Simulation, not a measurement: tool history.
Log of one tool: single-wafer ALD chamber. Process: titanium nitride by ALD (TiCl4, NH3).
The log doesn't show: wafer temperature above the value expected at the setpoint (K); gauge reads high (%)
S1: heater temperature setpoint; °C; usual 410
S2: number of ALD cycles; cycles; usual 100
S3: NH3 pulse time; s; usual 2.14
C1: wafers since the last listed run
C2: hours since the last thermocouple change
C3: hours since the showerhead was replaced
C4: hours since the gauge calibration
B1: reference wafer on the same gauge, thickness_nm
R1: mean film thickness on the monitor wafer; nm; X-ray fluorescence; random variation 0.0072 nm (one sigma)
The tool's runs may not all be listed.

run    hour   S1   S2    S3   C1      C2      C3      C4     B1     R1
  1     0.0  410  100  2.14    0   462.0  5058.3  1597.8  2.130  2.244
  2    89.7  410  100  2.14  150   551.7  5148.0  1687.5  2.128  2.246
  3   132.2  410  100  2.14   71   594.2  5190.5  1730.0  2.126  2.253
  4   195.8  410  100  2.14  106   657.8  5254.1  1793.6  2.132  2.248
  5   234.5  410  100  2.14   65   696.5  5292.8  1832.3  2.130  2.266
  6   277.0  401  100  2.37   71   739.0  5335.3  1874.8  2.128  2.257
  7   340.8  410  100  2.14  107   802.8  5399.1  1938.6  2.131  2.257
  8   425.6  410  100  2.14  142   887.6  5483.9  2023.4  2.133  2.245
  9   471.2  407   96  2.14   76   933.2  5529.5  2069.0  2.128  2.151
 10   541.4  410  100  2.14  118  1003.4  5599.7  2139.2  2.133  2.239
 11   588.2  410  100  2.14   78  1050.2  5646.5  2186.0  2.130  2.252
 12   647.5  410  100  2.14   99  1109.5  5705.8  2245.3  2.132  2.257
 13   708.7  410   96  1.55  102  1170.7  5767.0  2306.5  2.131  2.126
 14   751.5  410   96  1.55   71  1213.5  5809.8  2349.3  2.130  2.139
 15   824.4  410   96  1.55  122  1286.4  5882.7  2422.2  2.130  2.126
 16   887.2  410  100  2.14  105  1349.2  5945.5  2485.0  2.130  2.255
 17   974.2  410  100  2.14  146  1436.2  6032.5  2572.0  2.129  2.247
 18  1018.1  401  100  2.14   73  1480.1  6076.4  2615.9  2.132  2.236
 19  1103.7  417  100  2.14  143  1565.7  6162.0  2701.5  2.129  2.245
 20  1172.5  402  100  2.14  115  1634.5  6230.8  2770.3  2.128  2.248
     1180.5  -- thermocouple changed; heater temperature recalibrated
     1185.2  -- showerhead replaced
 21  1272.7  410  100  2.14  147    92.2    87.5  2870.5  2.133  2.248
     1295.9  -- gauge calibrated
 22  1362.9  410  110  1.34  151   182.4   177.7    67.0  2.128  2.421
 23  1462.4  410  100  2.14  167   281.9   277.2   166.5  2.127  2.242
 24  1564.7  410  100  2.14  172   384.2   379.5   268.8  2.132  2.243
 25  1628.1  421  100  2.14  106   447.6   442.9   332.2  2.133  2.264
 26  1734.2  410  100  1.73  178   553.7   549.0   438.3  2.132  2.236
 27  1791.3  398   92  2.14   96   610.8   606.1   495.4  2.127  2.073
 28  1872.8  422  100  2.14  137   692.3   687.6   576.9  2.129  2.275
 29  1932.3  410  100  2.14  100   751.8   747.1   636.4  2.130  2.258
 30  1971.6  410  109  1.36   66   791.1   786.4   675.7  2.133  2.403
 31  2070.2  410  100  2.14  165   889.7   885.0   774.3  2.128  2.249
 32  2155.5  410  100  2.14  143   975.0   970.3   859.6  2.134  2.251
 33  2202.8  396   91  2.14   79  1022.3  1017.6   906.9  2.128  2.035
 34  2240.8  406  100  2.77   63  1060.3  1055.6   944.9  2.130  2.272
 35  2317.2  396  100  2.14  128  1136.7  1132.0  1021.3  2.128  2.241
 36  2420.9  415  107  1.74  174  1240.4  1235.7  1125.0  2.132  2.384

What the log doesn't show, run by run:
wafer temperature above the value expected at the setpoint (K): 0 in every run
gauge reads high (%): 0 in every run

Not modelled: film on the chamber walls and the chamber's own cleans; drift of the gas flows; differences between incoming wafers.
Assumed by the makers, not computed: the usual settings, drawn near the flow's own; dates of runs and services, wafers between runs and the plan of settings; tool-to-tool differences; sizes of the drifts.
